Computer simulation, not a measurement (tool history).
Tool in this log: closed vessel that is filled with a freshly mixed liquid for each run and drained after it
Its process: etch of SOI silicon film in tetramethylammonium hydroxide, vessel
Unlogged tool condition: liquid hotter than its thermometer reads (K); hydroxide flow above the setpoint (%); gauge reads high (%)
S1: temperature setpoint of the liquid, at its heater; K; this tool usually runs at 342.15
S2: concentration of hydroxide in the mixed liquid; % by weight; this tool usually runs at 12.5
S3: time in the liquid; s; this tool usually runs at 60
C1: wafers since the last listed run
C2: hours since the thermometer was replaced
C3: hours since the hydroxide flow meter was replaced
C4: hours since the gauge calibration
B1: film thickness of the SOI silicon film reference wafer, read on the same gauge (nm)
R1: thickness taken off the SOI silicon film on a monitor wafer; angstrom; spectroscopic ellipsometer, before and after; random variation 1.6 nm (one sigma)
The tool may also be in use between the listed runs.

run,hour,S1,S2,S3,C1,C2,C3,C4,B1,R1
1,0.0,347.65,12.5,60,0,307.7,433.4,236.3,40.02,4853.4
2,95.6,347.65,12.5,60,11049,403.3,529.0,331.9,40.03,4855.5
3,183.7,347.65,12.5,60,10182,491.4,617.1,420.0,39.99,4840.4
4,261.6,342.15,12.5,40,9003,569.3,695.0,497.9,40.03,2345.8
# hour 268.1: thermometer replaced
5,340.3,342.15,12.5,60,8980,72.2,773.7,576.6,40.06,3531.1
6,401.3,342.15,12.5,60,7050,133.2,834.7,637.6,40.05,3505.7
7,505.1,342.15,12.5,60,11997,237.0,938.5,741.4,40.03,3506.6
8,584.8,342.15,12.5,60,9211,316.7,1018.2,821.1,39.97,3500.4
9,790.5,342.15,12.5,60,23775,522.4,1223.9,1026.8,40.00,3515.0
# hour 862.2: thermometer replaced
10,866.0,342.15,12.5,60,8610,3.8,1299.4,1102.3,40.02,3502.8
11,957.5,342.15,12.5,60,10575,95.3,1390.9,1193.8,39.99,3468.7
12,1064.6,342.15,12.5,60,12378,202.4,1498.0,1300.9,40.04,3467.9
13,1158.5,342.15,10.5,60,10853,296.3,1591.9,1394.8,40.02,3761.9
14,1218.3,342.15,10.5,60,6911,356.1,1651.7,1454.6,39.97,3723.3
# hour 1229.1: gauge calibrated
15,1276.2,342.15,12.5,60,6692,414.0,1709.6,47.1,40.00,3475.7
# hour 1277.8: hydroxide flow meter replaced
16,1322.2,342.15,12.5,60,5201,460.0,44.4,93.1,39.99,3585.5
17,1370.3,342.15,12.5,45,5559,508.1,92.5,141.2,40.01,2671.7
18,1419.1,339.65,11.0,75,5640,556.9,141.3,190.0,40.03,4028.6
# hour 1506.2: thermometer replaced
19,1509.4,336.15,12.5,60,10321,3.2,231.6,280.3,39.99,2471.6
20,1579.4,339.15,15.5,30,8090,73.2,301.6,350.3,39.98,1351.1
21,1637.9,338.65,12.5,60,6761,131.7,360.1,408.8,40.01,2890.5
22,1720.0,336.65,12.5,60,9489,213.8,442.2,490.9,40.03,2542.9
23,1775.7,350.15,15.5,60,6437,269.5,497.9,546.6,40.00,5085.2
24,1900.0,342.15,12.5,60,14366,393.8,622.2,670.9,39.98,3563.7
25,1941.4,340.15,9.0,45,4785,435.2,663.6,712.3,39.98,2670.1
26,2029.6,342.15,12.5,60,10194,523.4,751.8,800.5,39.98,3548.2
27,2130.4,346.15,14.5,40,11650,624.2,852.6,901.3,39.96,2765.6
# hour 2200.1: thermometer replaced
28,2214.6,348.15,12.5,45,9616,14.5,936.8,985.5,40.04,3720.0
29,2259.7,342.15,12.5,70,5212,59.6,981.9,1030.6,39.97,4103.2
30,2345.5,338.15,9.0,60,9916,145.4,1067.7,1116.4,40.01,3128.5
31,2431.2,342.15,12.5,60,9905,231.1,1153.4,1202.1,40.00,3525.4
32,2536.1,337.65,12.5,95,12124,336.0,1258.3,1307.0,40.04,4246.3
33,2617.1,346.15,11.0,30,9362,417.0,1339.3,1388.0,40.03,2325.5
34,2694.5,345.65,12.5,95,8946,494.4,1416.7,1465.4,40.02,6779.5
35,2767.1,337.15,9.5,75,8391,567.0,1489.3,1538.0,39.99,3611.7

For each run, the measured value with the value that run would have given without the tool's hidden condition subtracted. The run-to-run variation is shared by both, the gauge scatter possibly not:
run,R1
1,-61.6
2,-70.2
3,-77.9
4,-41.2
5,-67.2
6,-70.8
7,-77.8
8,-82.9
9,-97.0
10,-101.7
11,-106.8
12,-114.0
13,-101.7
14,-104.1
15,-128.4
16,-2.9
17,-4.5
18,-8.7
19,-10.4
20,-5.7
21,-19.1
22,-20.6
23,-35.4
24,-40.6
25,-27.5
26,-49.0
27,-53.3
28,-64.2
29,-74.3
30,-52.1
31,-75.3
32,-99.0
33,-48.2
34,-178.7
35,-87.3

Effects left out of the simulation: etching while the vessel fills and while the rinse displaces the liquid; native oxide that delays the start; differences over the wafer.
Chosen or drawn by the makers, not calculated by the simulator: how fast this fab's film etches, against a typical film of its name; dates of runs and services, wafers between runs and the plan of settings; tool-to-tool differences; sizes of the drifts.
